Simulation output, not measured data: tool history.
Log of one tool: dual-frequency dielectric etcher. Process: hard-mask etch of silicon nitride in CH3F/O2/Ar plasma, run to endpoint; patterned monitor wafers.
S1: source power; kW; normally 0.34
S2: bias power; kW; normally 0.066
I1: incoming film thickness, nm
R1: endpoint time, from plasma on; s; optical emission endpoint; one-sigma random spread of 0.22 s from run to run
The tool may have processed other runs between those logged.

run 1 hour=0 | S1=0.34 S2=0.066 | I1=35.41 | R1=58.8
run 2 hour=11.2 | S1=0.34 S2=0.066 | I1=35.47 | R1=58.2
run 3 hour=18.9 | S1=0.34 S2=0.066 | I1=35.99 | R1=59.7
run 4 hour=25.1 | S1=0.34 S2=0.066 | I1=35.91 | R1=59.5
run 5 hour=31.5 | S1=0.34 S2=0.066 | I1=35.33 | R1=58.6
run 6 hour=40.8 | S1=0.34 S2=0.071 | I1=35.76 | R1=57.8
run 7 hour=47.8 | S1=0.34 S2=0.071 | I1=35.54 | R1=57.2
run 8 hour=55.2 | S1=0.34 S2=0.071 | I1=35.94 | R1=57.7
run 9 hour=64.9 | S1=0.34 S2=0.058 | I1=35.77 | R1=62.9
run 10 hour=76.6 | S1=0.4 S2=0.066 | I1=35.79 | R1=56.7
-- hour=136.2 wet clean of the chamber
run 11 hour=136.7 | S1=0.4 S2=0.066 | I1=35.79 | R1=55.2
run 12 hour=137.1 | S1=0.32 S2=0.066 | I1=35.6 | R1=58.3
run 13 hour=151 | S1=0.32 S2=0.066 | I1=35.7 | R1=58.7
-- hour=185.4 upper electrode replaced
run 14 hour=185.9 | S1=0.34 S2=0.061 | I1=35.64 | R1=59.6
run 15 hour=186.2 | S1=0.36 S2=0.05 | I1=35.44 | R1=63.6
run 16 hour=192.6 | S1=0.34 S2=0.05 | I1=35.74 | R1=64.9
run 17 hour=203 | S1=0.39 S2=0.072 | I1=35.96 | R1=53.9
run 18 hour=209.1 | S1=0.29 S2=0.081 | I1=35.72 | R1=55.2
run 19 hour=216.2 | S1=0.37 S2=0.071 | I1=35.61 | R1=54.8
run 20 hour=231.8 | S1=0.41 S2=0.06 | I1=35.73 | R1=57.4
-- hour=246.1 source power generator calibrated
run 21 hour=248.7 | S1=0.34 S2=0.066 | I1=35.82 | R1=58
run 22 hour=262 | S1=0.38 S2=0.071 | I1=35.41 | R1=54
run 23 hour=270.1 | S1=0.4 S2=0.054 | I1=35.53 | R1=60
run 24 hour=276.5 | S1=0.28 S2=0.066 | I1=35.51 | R1=60.7
run 25 hour=291.3 | S1=0.34 S2=0.066 | I1=35.59 | R1=57.7
-- hour=304.1 bias power generator calibrated
run 26 hour=304.6 | S1=0.34 S2=0.066 | I1=35.52 | R1=58.1
run 27 hour=314.3 | S1=0.3 S2=0.066 | I1=35.68 | R1=60.3
run 28 hour=331.5 | S1=0.29 S2=0.081 | I1=35.21 | R1=55.3
run 29 hour=377.3 | S1=0.31 S2=0.073 | I1=35.55 | R1=57.5
run 30 hour=392.3 | S1=0.41 S2=0.05 | I1=35.74 | R1=62.8
run 31 hour=408.7 | S1=0.34 S2=0.072 | I1=35.42 | R1=56.1
run 32 hour=415.5 | S1=0.41 S2=0.055 | I1=35.4 | R1=59.9
run 33 hour=431.5 | S1=0.4 S2=0.052 | I1=35.91 | R1=63.3
run 34 hour=439.2 | S1=0.29 S2=0.078 | I1=35.35 | R1=56.7
run 35 hour=454.3 | S1=0.34 S2=0.066 | I1=35.6 | R1=59.2
run 36 hour=465.8 | S1=0.26 S2=0.078 | I1=35.51 | R1=58.9

Some steps in R1, run to run, broken into two amounts with sign: the step expected even without the hidden condition (settings, incoming material, random variation), and the rest, left for the hidden condition together with whatever gauge scatter is not in both the measured and the hidden-condition-free result:
What the log doesn't record here: etch rate over this chamber's usual, %; source power that arrives over what is set, %; bias power that arrives over what is set, %.
Run 10 -> 11: wet clean of the chamber. R1 -1.5 s: hidden state -2, all else +0.5.
Run 13 -> 14: S1 0.32 -> 0.34, S2 0.066 -> 0.061, upper electrode replaced. R1 +0.9 s: hidden state +0.3, all else +0.6.
Run 16 -> 17: S1 0.34 -> 0.39, S2 0.05 -> 0.072. R1 -11 s: hidden state +0, all else -11.
Run 28 -> 29: S1 0.29 -> 0.31, S2 0.081 -> 0.073. R1 +2.2 s: hidden state +0.3, all else +1.9.
Run 30 -> 31: S1 0.41 -> 0.34, S2 0.05 -> 0.072. R1 -6.7 s: hidden state +0, all else -6.7.
Run 33 -> 34: S1 0.4 -> 0.29, S2 0.052 -> 0.078. R1 -6.6 s: hidden state -0.3, all else -6.3.
